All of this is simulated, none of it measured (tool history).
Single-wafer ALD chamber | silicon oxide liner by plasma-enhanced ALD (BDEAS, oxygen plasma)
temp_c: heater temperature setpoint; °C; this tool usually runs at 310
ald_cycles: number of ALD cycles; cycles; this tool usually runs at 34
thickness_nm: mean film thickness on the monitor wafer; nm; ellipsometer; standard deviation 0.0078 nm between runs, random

| run | day | temp_c | ald_cycles | wafers since the last listed run | hours since the last thermocouple change | hours since the gauge calibration | read-back reference wafer on the same gauge, thickness_nm | thickness_nm |
|---|---|---|---|---|---|---|---|---|
| 1 | 0 | 310 | 34 | 0 | 690 | 620.1 | 2.954 | 3.113 |
| 2 | 4.067 | 310 | 34 | 1176 | 787.6 | 717.7 | 2.948 | 3.122 |
|  | 11.721 | gauge calibrated |
| 3 | 12.338 | 310 | 34 | 2393 | 986.1 | 14.8 | 2.969 | 3.156 |
| 4 | 15.667 | 306 | 34 | 963 | 1066 | 94.7 | 2.968 | 3.145 |
| 5 | 19.512 | 306 | 34 | 1113 | 1158.3 | 187 | 2.963 | 3.151 |
| 6 | 22.5 | 306 | 34 | 864 | 1230 | 258.7 | 2.963 | 3.148 |
| 7 | 25.029 | 310 | 32 | 731 | 1290.7 | 319.4 | 2.959 | 2.949 |
| 8 | 29.154 | 310 | 34 | 1193 | 1389.7 | 418.4 | 2.954 | 3.121 |
| 9 | 31.142 | 310 | 34 | 575 | 1437.4 | 466.1 | 2.953 | 3.109 |
| 10 | 33.817 | 310 | 34 | 774 | 1501.6 | 530.3 | 2.953 | 3.123 |
| 11 | 36.504 | 302 | 34 | 777 | 1566.1 | 594.8 | 2.949 | 3.157 |
| 12 | 40.542 | 310 | 34 | 1168 | 1663 | 691.7 | 2.947 | 3.124 |
| 13 | 42.308 | 310 | 34 | 511 | 1705.4 | 734.1 | 2.943 | 3.102 |
| 14 | 44.225 | 306 | 39 | 554 | 1751.4 | 780.1 | 2.943 | 3.581 |
| 15 | 46.775 | 310 | 34 | 738 | 1812.6 | 841.3 | 2.941 | 3.103 |
|  | 48.112 | gauge calibrated |
| 16 | 49.1 | 310 | 30 | 672 | 1868.4 | 23.7 | 2.968 | 2.768 |
| 17 | 51.071 | 297 | 28 | 570 | 1915.7 | 71 | 2.965 | 2.632 |
| 18 | 53.75 | 310 | 27 | 775 | 1980 | 135.3 | 2.963 | 2.486 |
| 19 | 57.538 | 310 | 34 | 1096 | 2070.9 | 226.2 | 2.96 | 3.13 |
| 20 | 59.25 | 320 | 37 | 495 | 2112 | 267.3 | 2.959 | 3.368 |
|  | 62.146 | thermocouple changed; heater temperature recalibrated |
| 21 | 62.517 | 310 | 34 | 848 | 8.9 | 345.7 | 2.957 | 3.117 |
| 22 | 65.512 | 306 | 34 | 867 | 80.8 | 417.6 | 2.954 | 3.144 |
| 23 | 69.146 | 310 | 34 | 1051 | 168 | 504.8 | 2.95 | 3.123 |
| 24 | 71.125 | 298 | 41 | 572 | 215.5 | 552.3 | 2.95 | 3.825 |
| 25 | 73.121 | 310 | 41 | 577 | 263.4 | 600.2 | 2.949 | 3.757 |
| 26 | 76.596 | 301 | 29 | 1005 | 346.8 | 683.6 | 2.944 | 2.675 |
| 27 | 78.446 | 300 | 29 | 535 | 391.2 | 728 | 2.943 | 2.697 |

Below, some changes in thickness_nm between adjacent runs. For each, the amount present without the hidden state too (settings, incoming material, random variation) and the amount remaining for the hidden state with gauge scatter not shared by both compared results:
Hidden conditions of the tool in this case: wafer temperature above the value expected at the setpoint (K); gauge reads high (%).
Run 2 -> 3: gauge calibrated. thickness_nm +0.034 nm: hidden state +0.022, all else +0.012.
Run 15 -> 16: ald_cycles 34 -> 30, gauge calibrated. thickness_nm -0.335 nm: hidden state +0.03, all else -0.365.
Run 23 -> 24: temp_c 310 -> 298, ald_cycles 34 -> 41. thickness_nm +0.702 nm: hidden state -0.007, all else +0.709.
Run 25 -> 26: temp_c 310 -> 301, ald_cycles 41 -> 29. thickness_nm -1.082 nm: hidden state +0.006, all else -1.088.
